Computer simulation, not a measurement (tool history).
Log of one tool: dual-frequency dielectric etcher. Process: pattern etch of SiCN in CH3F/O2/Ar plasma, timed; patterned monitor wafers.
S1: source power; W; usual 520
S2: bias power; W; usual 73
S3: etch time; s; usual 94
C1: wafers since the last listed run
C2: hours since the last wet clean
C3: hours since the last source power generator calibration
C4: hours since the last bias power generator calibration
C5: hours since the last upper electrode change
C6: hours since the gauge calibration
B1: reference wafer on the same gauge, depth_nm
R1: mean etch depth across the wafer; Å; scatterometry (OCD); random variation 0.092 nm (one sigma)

{"run": 1, "hour": 0.0, "S1": 520, "S2": 73, "S3": 94, "C1": 0, "C2": 73.8, "C3": 3470.4, "C4": 1291.2, "C5": 4125.3, "C6": 2261, "B1": 27.41, "R1": 338.3}
{"run": 2, "hour": 87.3, "S1": 520, "S2": 84, "S3": 94, "C1": 645, "C2": 161.1, "C3": 3557.7, "C4": 1378.5, "C5": 4212.6, "C6": 2348.3, "B1": 27.43, "R1": 347.9}
{"run": 3, "hour": 173.5, "S1": 520, "S2": 84, "S3": 94, "C1": 637, "C2": 247.3, "C3": 3643.9, "C4": 1464.7, "C5": 4298.8, "C6": 2434.5, "B1": 27.41, "R1": 351.2}
{"run": 4, "hour": 245.2, "S1": 520, "S2": 84, "S3": 94, "C1": 530, "C2": 319, "C3": 3715.6, "C4": 1536.4, "C5": 4370.5, "C6": 2506.2, "B1": 27.4, "R1": 347.6}
{"run": 5, "hour": 323.8, "S1": 520, "S2": 73, "S3": 94, "C1": 581, "C2": 397.6, "C3": 3794.2, "C4": 1615, "C5": 4449.1, "C6": 2584.8, "B1": 27.41, "R1": 335.6}
{"run": 6, "hour": 407.3, "S1": 520, "S2": 73, "S3": 94, "C1": 617, "C2": 481.1, "C3": 3877.7, "C4": 1698.5, "C5": 4532.6, "C6": 2668.3, "B1": 27.4, "R1": 333.6}
{"run": 7, "hour": 446.4, "S1": 520, "S2": 73, "S3": 94, "C1": 289, "C2": 520.2, "C3": 3916.8, "C4": 1737.6, "C5": 4571.7, "C6": 2707.4, "B1": 27.42, "R1": 332.2}
{"hour": 483.0, "done": "source power generator calibrated"}
{"run": 8, "hour": 487.8, "S1": 520, "S2": 86, "S3": 113.5, "C1": 276, "C2": 561.6, "C3": 4.8, "C4": 1779, "C5": 4613.1, "C6": 2748.8, "B1": 27.4, "R1": 427.4}
{"run": 9, "hour": 547.4, "S1": 520, "S2": 86, "S3": 113.5, "C1": 440, "C2": 621.2, "C3": 64.4, "C4": 1838.6, "C5": 4672.7, "C6": 2808.4, "B1": 27.42, "R1": 428.7}
{"run": 10, "hour": 644.3, "S1": 520, "S2": 86, "S3": 113.5, "C1": 716, "C2": 718.1, "C3": 161.3, "C4": 1935.5, "C5": 4769.6, "C6": 2905.3, "B1": 27.41, "R1": 426.1}
{"hour": 686.3, "done": "upper electrode replaced"}
{"hour": 686.6, "done": "wet clean of the chamber"}
{"run": 11, "hour": 695.7, "S1": 520, "S2": 73, "S3": 94, "C1": 200, "C2": 9.1, "C3": 212.7, "C4": 1986.9, "C5": 9.4, "C6": 2956.7, "B1": 27.4, "R1": 341.4}
{"run": 12, "hour": 742.4, "S1": 520, "S2": 73, "S3": 94, "C1": 345, "C2": 55.8, "C3": 259.4, "C4": 2033.6, "C5": 56.1, "C6": 3003.4, "B1": 27.41, "R1": 340.9}
{"run": 13, "hour": 834.4, "S1": 580, "S2": 84, "S3": 94, "C1": 680, "C2": 147.8, "C3": 351.4, "C4": 2125.6, "C5": 148.1, "C6": 3095.4, "B1": 27.4, "R1": 364.5}
{"run": 14, "hour": 917.0, "S1": 480, "S2": 81, "S3": 94, "C1": 610, "C2": 230.4, "C3": 434, "C4": 2208.2, "C5": 230.7, "C6": 3178, "B1": 27.38, "R1": 342.8}
{"run": 15, "hour": 1000.5, "S1": 520, "S2": 73, "S3": 94, "C1": 617, "C2": 313.9, "C3": 517.5, "C4": 2291.7, "C5": 314.2, "C6": 3261.5, "B1": 27.4, "R1": 338.6}
{"run": 16, "hour": 1081.5, "S1": 460, "S2": 73, "S3": 121, "C1": 598, "C2": 394.9, "C3": 598.5, "C4": 2372.7, "C5": 395.2, "C6": 3342.5, "B1": 27.41, "R1": 421.8}
{"run": 17, "hour": 1131.9, "S1": 520, "S2": 73, "S3": 94, "C1": 372, "C2": 445.3, "C3": 648.9, "C4": 2423.1, "C5": 445.6, "C6": 3392.9, "B1": 27.42, "R1": 340.4}
{"hour": 1213.1, "done": "gauge calibrated"}
{"run": 18, "hour": 1218.9, "S1": 520, "S2": 73, "S3": 94, "C1": 643, "C2": 532.3, "C3": 735.9, "C4": 2510.1, "C5": 532.6, "C6": 5.8, "B1": 27.39, "R1": 339.4}
{"hour": 1321.1, "done": "wet clean of the chamber"}
{"run": 19, "hour": 1321.6, "S1": 420, "S2": 73, "S3": 94, "C1": 581, "C2": 0.5, "C3": 838.6, "C4": 2612.8, "C5": 635.3, "C6": 108.5, "B1": 27.4, "R1": 322.1}
{"run": 20, "hour": 1405.9, "S1": 430, "S2": 73, "S3": 94, "C1": 623, "C2": 84.8, "C3": 922.9, "C4": 2697.1, "C5": 719.6, "C6": 192.8, "B1": 27.38, "R1": 322.6}
{"run": 21, "hour": 1493.9, "S1": 590, "S2": 80, "S3": 103.5, "C1": 650, "C2": 172.8, "C3": 1010.9, "C4": 2785.1, "C5": 807.6, "C6": 280.8, "B1": 27.42, "R1": 397.5}
{"run": 22, "hour": 1539.4, "S1": 620, "S2": 73, "S3": 94, "C1": 336, "C2": 218.3, "C3": 1056.4, "C4": 2830.6, "C5": 853.1, "C6": 326.3, "B1": 27.39, "R1": 357.7}
{"hour": 1592.2, "done": "bias power generator calibrated"}
{"run": 23, "hour": 1619.5, "S1": 520, "S2": 85, "S3": 106.5, "C1": 562, "C2": 298.4, "C3": 1136.5, "C4": 27.3, "C5": 933.2, "C6": 406.4, "B1": 27.4, "R1": 401.6}
{"run": 24, "hour": 1909.2, "S1": 520, "S2": 84, "S3": 94, "C1": 2142, "C2": 588.1, "C3": 1426.2, "C4": 317, "C5": 1222.9, "C6": 696.1, "B1": 27.42, "R1": 350.1}
{"run": 25, "hour": 1959.0, "S1": 520, "S2": 91, "S3": 94, "C1": 368, "C2": 637.9, "C3": 1476, "C4": 366.8, "C5": 1272.7, "C6": 745.9, "B1": 27.39, "R1": 358.6}
{"run": 26, "hour": 2030.8, "S1": 460, "S2": 82, "S3": 85.5, "C1": 530, "C2": 709.7, "C3": 1547.8, "C4": 438.6, "C5": 1344.5, "C6": 817.7, "B1": 27.4, "R1": 304.7}
{"hour": 2064.4, "done": "wet clean of the chamber"}
{"run": 27, "hour": 2107.9, "S1": 520, "S2": 84, "S3": 94, "C1": 392, "C2": 43.5, "C3": 1624.9, "C4": 515.7, "C5": 1421.6, "C6": 894.8, "B1": 27.39, "R1": 353.8}
{"run": 28, "hour": 2358.3, "S1": 450, "S2": 66, "S3": 81, "C1": 1851, "C2": 293.9, "C3": 1875.3, "C4": 766.1, "C5": 1672, "C6": 1145.2, "B1": 27.4, "R1": 273.7}
{"hour": 2659.7, "done": "wet clean of the chamber"}
{"run": 29, "hour": 2660.2, "S1": 480, "S2": 88, "S3": 73, "C1": 2054, "C2": 0.5, "C3": 2177.2, "C4": 1068, "C5": 1973.9, "C6": 1447.1, "B1": 27.41, "R1": 272.9}
{"run": 30, "hour": 2713.0, "S1": 480, "S2": 88, "S3": 73, "C1": 390, "C2": 53.3, "C3": 2230, "C4": 1120.8, "C5": 2026.7, "C6": 1499.9, "B1": 27.4, "R1": 272}

Some steps in R1 between neighbouring runs. How much of each would the tool show without its hidden state too (settings, what came in, random variation), and how much is left for the hidden state, with any gauge scatter that isn't in both results?
The hidden state here: etch rate over this chamber's usual, %; source power that arrives over what is set, %; bias power that arrives over what is set, %; gauge reads high (%).
Run 7 -> 8: S2 73 -> 86, S3 94 -> 113.5, source power generator calibrated. R1 +95.2 Å: hidden state +4.4, all else +90.8.
Run 10 -> 11: S2 86 -> 73, S3 113.5 -> 94, upper electrode replaced, wet clean of the chamber. R1 -84.7 Å: hidden state +4.4, all else -89.1.
Run 15 -> 16: S1 520 -> 460, S3 94 -> 121. R1 +83.2 Å: hidden state -1.3, all else +84.5.
Run 26 -> 27: S1 460 -> 520, S2 82 -> 84, S3 85.5 -> 94, wet clean of the chamber. R1 +49.1 Å: hidden state +3.8, all else +45.3.

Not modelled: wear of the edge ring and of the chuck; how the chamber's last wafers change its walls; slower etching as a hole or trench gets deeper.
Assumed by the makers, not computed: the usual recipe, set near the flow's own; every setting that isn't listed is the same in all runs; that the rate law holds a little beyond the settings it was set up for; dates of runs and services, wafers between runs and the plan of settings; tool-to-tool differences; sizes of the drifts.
